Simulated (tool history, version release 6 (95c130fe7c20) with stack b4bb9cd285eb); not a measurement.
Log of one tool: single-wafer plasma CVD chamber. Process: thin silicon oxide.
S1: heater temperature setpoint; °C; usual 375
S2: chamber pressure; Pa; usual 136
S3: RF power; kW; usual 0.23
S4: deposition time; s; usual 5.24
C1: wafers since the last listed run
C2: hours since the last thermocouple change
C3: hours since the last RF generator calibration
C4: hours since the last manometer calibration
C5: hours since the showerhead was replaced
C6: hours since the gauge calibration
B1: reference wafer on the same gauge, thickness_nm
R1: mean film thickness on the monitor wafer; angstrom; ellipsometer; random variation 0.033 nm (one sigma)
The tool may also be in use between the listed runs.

{"run": 1, "hour": 0.0, "S1": 375, "S2": 136, "S3": 0.23, "S4": 5.97, "C1": 0, "C2": 1084.2, "C3": 1641.1, "C4": 1761.6, "C5": 5770.4, "C6": 249.7, "B1": 12.2, "R1": 117.14}
{"run": 2, "hour": 41.6, "S1": 375, "S2": 144, "S3": 0.23, "S4": 5.24, "C1": 1294, "C2": 1125.8, "C3": 1682.7, "C4": 1803.2, "C5": 5812, "C6": 291.3, "B1": 12.195, "R1": 107.25}
{"run": 3, "hour": 79.3, "S1": 375, "S2": 144, "S3": 0.23, "S4": 5.24, "C1": 1173, "C2": 1163.5, "C3": 1720.4, "C4": 1840.9, "C5": 5849.7, "C6": 329, "B1": 12.207, "R1": 108.45}
{"run": 4, "hour": 165.0, "S1": 375, "S2": 144, "S3": 0.23, "S4": 5.24, "C1": 2667, "C2": 1249.2, "C3": 1806.1, "C4": 1926.6, "C5": 5935.4, "C6": 414.7, "B1": 12.2, "R1": 107.67}
{"run": 5, "hour": 224.5, "S1": 375, "S2": 136, "S3": 0.23, "S4": 5.24, "C1": 1851, "C2": 1308.7, "C3": 1865.6, "C4": 1986.1, "C5": 5994.9, "C6": 474.2, "B1": 12.198, "R1": 103.37}
{"run": 6, "hour": 281.7, "S1": 375, "S2": 136, "S3": 0.23, "S4": 5.24, "C1": 1780, "C2": 1365.9, "C3": 1922.8, "C4": 2043.3, "C5": 6052.1, "C6": 531.4, "B1": 12.221, "R1": 103.52}
{"run": 7, "hour": 326.2, "S1": 375, "S2": 136, "S3": 0.23, "S4": 5.24, "C1": 1384, "C2": 1410.4, "C3": 1967.3, "C4": 2087.8, "C5": 6096.6, "C6": 575.9, "B1": 12.178, "R1": 102.85}
{"run": 8, "hour": 378.3, "S1": 375, "S2": 168, "S3": 0.245, "S4": 5.81, "C1": 1621, "C2": 1462.5, "C3": 2019.4, "C4": 2139.9, "C5": 6148.7, "C6": 628, "B1": 12.213, "R1": 133.87}
{"run": 9, "hour": 463.7, "S1": 375, "S2": 147, "S3": 0.25, "S4": 5.24, "C1": 2657, "C2": 1547.9, "C3": 2104.8, "C4": 2225.3, "C5": 6234.1, "C6": 713.4, "B1": 12.198, "R1": 112.75}
{"hour": 545.5, "done": "gauge calibrated"}
{"run": 10, "hour": 566.1, "S1": 369, "S2": 113, "S3": 0.21, "S4": 6.18, "C1": 3186, "C2": 1650.3, "C3": 2207.2, "C4": 2327.7, "C5": 6336.5, "C6": 20.6, "B1": 12.214, "R1": 100.5}
{"hour": 593.1, "done": "capacitance manometer re-zeroed and calibrated"}
{"hour": 595.1, "done": "RF generator calibrated"}
{"run": 11, "hour": 672.3, "S1": 375, "S2": 144, "S3": 0.23, "S4": 5.24, "C1": 2991, "C2": 1756.5, "C3": 77.2, "C4": 79.2, "C5": 6442.7, "C6": 126.8, "B1": 12.191, "R1": 107.76}
{"run": 12, "hour": 745.0, "S1": 382, "S2": 105, "S3": 0.27, "S4": 4.66, "C1": 2262, "C2": 1829.2, "C3": 149.9, "C4": 151.9, "C5": 6515.4, "C6": 199.5, "B1": 12.202, "R1": 75.94}
{"hour": 765.1, "done": "thermocouple changed; heater temperature recalibrated"}
{"hour": 796.1, "done": "showerhead replaced"}
{"run": 13, "hour": 844.8, "S1": 375, "S2": 136, "S3": 0.23, "S4": 5.24, "C1": 2607, "C2": 79.7, "C3": 249.7, "C4": 251.7, "C5": 48.7, "C6": 299.3, "B1": 12.215, "R1": 103.36}
{"run": 14, "hour": 912.8, "S1": 375, "S2": 136, "S3": 0.26, "S4": 5.66, "C1": 2116, "C2": 147.7, "C3": 317.7, "C4": 319.7, "C5": 116.7, "C6": 367.3, "B1": 12.198, "R1": 115.99}
{"run": 15, "hour": 995.9, "S1": 375, "S2": 136, "S3": 0.205, "S4": 4.9, "C1": 2586, "C2": 230.8, "C3": 400.8, "C4": 402.8, "C5": 199.8, "C6": 450.4, "B1": 12.193, "R1": 92.8}

What the log doesn't show, run by run:
wafer temperature above the value expected at the setpoint (K): 0 in every run
delivered RF power above the setpoint (%): 0 in every run
true pressure above the setpoint (%): 0 in every run
gauge reads high (%): 0 in every run

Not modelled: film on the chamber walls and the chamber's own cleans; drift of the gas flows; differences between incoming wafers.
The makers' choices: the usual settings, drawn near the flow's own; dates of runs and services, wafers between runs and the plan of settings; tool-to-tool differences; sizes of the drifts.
